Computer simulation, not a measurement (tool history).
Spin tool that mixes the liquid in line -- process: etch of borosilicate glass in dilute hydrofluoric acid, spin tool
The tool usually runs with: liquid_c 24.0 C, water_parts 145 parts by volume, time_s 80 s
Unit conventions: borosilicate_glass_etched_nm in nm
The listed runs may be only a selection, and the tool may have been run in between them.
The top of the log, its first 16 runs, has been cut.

run,day,liquid_c,water_parts,time_s,"read-back film thickness of the borosilicate glass reference wafer, read on the same gauge (nm)",borosilicate_glass_etched_nm
17,33.833,26.5,165,80,109.99,13.03
# day 34.088: hydrofluoric acid flow meter replaced
18,38.004,24.0,120,130,109.96,28.65
19,40.483,24.0,190,40,110.04,5.05
20,42.196,24.0,145,50,110.01,8.72
21,44.275,21.0,170,120,110.02,15.41
22,46.588,24.0,185,80,110.05,10.56
23,48.671,24.0,145,120,109.99,21.38
24,51.350,20.0,145,80,110.00,12.15
25,53.404,23.0,145,80,110.03,13.51
26,55.604,24.0,120,115,109.99,25.10
27,58.421,24.0,145,80,110.04,14.14
28,60.258,28.0,185,45,110.01,6.88
29,62.196,24.0,205,125,109.99,14.71
30,65.192,27.5,180,105,110.02,16.37
31,66.458,24.0,145,80,109.99,14.29
32,69.250,24.0,190,80,110.01,10.44

Forecast each of these 5 alternatives for the next run:
A,69.267,26.0,145,80,?,?
B,69.267,24.0,120,80,?,?
C,69.267,22.0,165,80,?,?
D,69.267,22.0,145,80,?,?
E,69.267,21.0,145,35,?,?

run,"read-back film thickness of the borosilicate glass reference wafer, read on the same gauge (nm)",borosilicate_glass_etched_nm
A,110.02,15.52
B,110.02,17.92
C,110.02,11.46
D,110.02,13.33
E,110.02,5.61
With no hidden state in the tool, these same runs would have given:
run,borosilicate_glass_etched_nm
A,15.02
B,17.32
C,11.08
D,12.88
E,5.42

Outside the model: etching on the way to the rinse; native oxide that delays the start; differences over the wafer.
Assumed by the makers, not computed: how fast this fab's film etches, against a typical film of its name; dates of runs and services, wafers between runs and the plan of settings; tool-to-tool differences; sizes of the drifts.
